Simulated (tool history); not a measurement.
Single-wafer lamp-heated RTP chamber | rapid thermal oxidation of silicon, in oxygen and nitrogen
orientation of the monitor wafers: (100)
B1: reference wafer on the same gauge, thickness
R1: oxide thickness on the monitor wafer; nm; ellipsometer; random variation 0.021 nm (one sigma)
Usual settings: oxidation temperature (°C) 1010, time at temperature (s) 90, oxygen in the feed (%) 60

{"run": 1, "day": 0.0, "oxidation temperature (°C)": 1010, "time at temperature (s)": 90, "oxygen in the feed (%)": 60, "B1": 7.052, "R1": 6.657}
{"run": 2, "day": 1.279, "oxidation temperature (°C)": 1032, "time at temperature (s)": 90, "oxygen in the feed (%)": 83, "B1": 7.072, "R1": 8.778}
{"run": 3, "day": 2.671, "oxidation temperature (°C)": 1032, "time at temperature (s)": 90, "oxygen in the feed (%)": 83, "B1": 7.076, "R1": 8.75}
{"run": 4, "day": 3.717, "oxidation temperature (°C)": 1032, "time at temperature (s)": 90, "oxygen in the feed (%)": 83, "B1": 7.094, "R1": 8.812}
{"run": 5, "day": 4.442, "oxidation temperature (°C)": 1010, "time at temperature (s)": 90, "oxygen in the feed (%)": 60, "B1": 7.088, "R1": 6.729}
{"run": 6, "day": 5.412, "oxidation temperature (°C)": 1010, "time at temperature (s)": 90, "oxygen in the feed (%)": 60, "B1": 7.09, "R1": 6.753}
{"run": 7, "day": 6.325, "oxidation temperature (°C)": 1019, "time at temperature (s)": 69, "oxygen in the feed (%)": 60, "B1": 7.095, "R1": 6.394}
{"run": 8, "day": 7.283, "oxidation temperature (°C)": 1010, "time at temperature (s)": 90, "oxygen in the feed (%)": 60, "B1": 7.102, "R1": 6.712}
{"run": 9, "day": 8.092, "oxidation temperature (°C)": 1010, "time at temperature (s)": 90, "oxygen in the feed (%)": 60, "B1": 7.097, "R1": 6.733}
{"run": 10, "day": 8.9, "oxidation temperature (°C)": 1010, "time at temperature (s)": 90, "oxygen in the feed (%)": 60, "B1": 7.11, "R1": 6.709}
{"run": 11, "day": 9.992, "oxidation temperature (°C)": 1010, "time at temperature (s)": 90, "oxygen in the feed (%)": 60, "B1": 7.112, "R1": 6.708}
{"run": 12, "day": 11.158, "oxidation temperature (°C)": 1010, "time at temperature (s)": 108, "oxygen in the feed (%)": 60, "B1": 7.114, "R1": 7.288}
{"run": 13, "day": 11.804, "oxidation temperature (°C)": 1010, "time at temperature (s)": 105, "oxygen in the feed (%)": 43, "B1": 7.115, "R1": 6.403}
{"day": 12.725, "done": "oxygen flow controller replaced"}
{"run": 14, "day": 13.246, "oxidation temperature (°C)": 1010, "time at temperature (s)": 90, "oxygen in the feed (%)": 60, "B1": 7.115, "R1": 6.754}
{"run": 15, "day": 14.042, "oxidation temperature (°C)": 1010, "time at temperature (s)": 90, "oxygen in the feed (%)": 60, "B1": 7.118, "R1": 6.737}
{"run": 16, "day": 14.771, "oxidation temperature (°C)": 1010, "time at temperature (s)": 90, "oxygen in the feed (%)": 60, "B1": 7.118, "R1": 6.762}
{"day": 16.758, "done": "gauge calibrated"}
{"run": 17, "day": 18.879, "oxidation temperature (°C)": 1024, "time at temperature (s)": 124, "oxygen in the feed (%)": 60, "B1": 7.05, "R1": 8.505}
{"day": 19.867, "done": "pyrometer window cleaned and pyrometer calibrated"}
{"run": 18, "day": 20.196, "oxidation temperature (°C)": 1010, "time at temperature (s)": 90, "oxygen in the feed (%)": 60, "B1": 7.065, "R1": 6.651}
{"run": 19, "day": 20.883, "oxidation temperature (°C)": 1010, "time at temperature (s)": 57, "oxygen in the feed (%)": 60, "B1": 7.076, "R1": 5.493}
{"run": 20, "day": 21.958, "oxidation temperature (°C)": 985, "time at temperature (s)": 90, "oxygen in the feed (%)": 60, "B1": 7.085, "R1": 5.566}
{"run": 21, "day": 22.729, "oxidation temperature (°C)": 995, "time at temperature (s)": 90, "oxygen in the feed (%)": 60, "B1": 7.093, "R1": 6.023}
{"run": 22, "day": 23.446, "oxidation temperature (°C)": 1018, "time at temperature (s)": 50, "oxygen in the feed (%)": 81, "B1": 7.099, "R1": 6.112}
{"run": 23, "day": 24.133, "oxidation temperature (°C)": 1030, "time at temperature (s)": 53, "oxygen in the feed (%)": 32, "B1": 7.107, "R1": 4.935}
{"run": 24, "day": 24.992, "oxidation temperature (°C)": 1024, "time at temperature (s)": 124, "oxygen in the feed (%)": 60, "B1": 7.106, "R1": 8.592}
{"run": 25, "day": 26.196, "oxidation temperature (°C)": 1020, "time at temperature (s)": 103, "oxygen in the feed (%)": 73, "B1": 7.115, "R1": 8.205}
{"run": 26, "day": 27.258, "oxidation temperature (°C)": 1010, "time at temperature (s)": 102, "oxygen in the feed (%)": 38, "B1": 7.125, "R1": 6.089}
{"run": 27, "day": 28.65, "oxidation temperature (°C)": 1010, "time at temperature (s)": 108, "oxygen in the feed (%)": 60, "B1": 7.131, "R1": 7.312}
{"run": 28, "day": 29.8, "oxidation temperature (°C)": 1010, "time at temperature (s)": 71, "oxygen in the feed (%)": 60, "B1": 7.131, "R1": 6.068}
{"run": 29, "day": 30.438, "oxidation temperature (°C)": 1010, "time at temperature (s)": 90, "oxygen in the feed (%)": 43, "B1": 7.129, "R1": 6.045}
{"run": 30, "day": 31.279, "oxidation temperature (°C)": 1028, "time at temperature (s)": 56, "oxygen in the feed (%)": 36, "B1": 7.133, "R1": 5.226}
{"run": 31, "day": 31.962, "oxidation temperature (°C)": 1010, "time at temperature (s)": 90, "oxygen in the feed (%)": 60, "B1": 7.137, "R1": 6.728}
{"run": 32, "day": 32.804, "oxidation temperature (°C)": 1020, "time at temperature (s)": 103, "oxygen in the feed (%)": 73, "B1": 7.132, "R1": 8.265}
{"run": 33, "day": 33.438, "oxidation temperature (°C)": 1022, "time at temperature (s)": 90, "oxygen in the feed (%)": 69, "B1": 7.136, "R1": 7.743}

Measured less the same run without the tool's hidden state. The same run-to-run variation is in both; the gauge's scatter may not be:
The hidden state here: true wafer temperature minus pyrometer reading, K; deviation of the oxygen flow from its setpoint, %; gauge reads high (%).
run=1 R1=+0.028
run=2 R1=+0.050
run=3 R1=+0.062
run=4 R1=+0.070
run=5 R1=+0.057
run=6 R1=+0.061
run=7 R1=+0.062
run=8 R1=+0.069
run=9 R1=+0.071
run=10 R1=+0.073
run=11 R1=+0.076
run=12 R1=+0.086
run=13 R1=+0.077
run=14 R1=+0.083
run=15 R1=+0.085
run=16 R1=+0.086
run=17 R1=+0.030
run=18 R1=+0.037
run=19 R1=+0.036
run=20 R1=+0.044
run=21 R1=+0.053
run=22 R1=+0.058
run=23 R1=+0.051
run=24 R1=+0.094
run=25 R1=+0.098
run=26 R1=+0.077
run=27 R1=+0.098
run=28 R1=+0.085
run=29 R1=+0.086
run=30 R1=+0.076
run=31 R1=+0.100
run=32 R1=+0.125
run=33 R1=+0.118

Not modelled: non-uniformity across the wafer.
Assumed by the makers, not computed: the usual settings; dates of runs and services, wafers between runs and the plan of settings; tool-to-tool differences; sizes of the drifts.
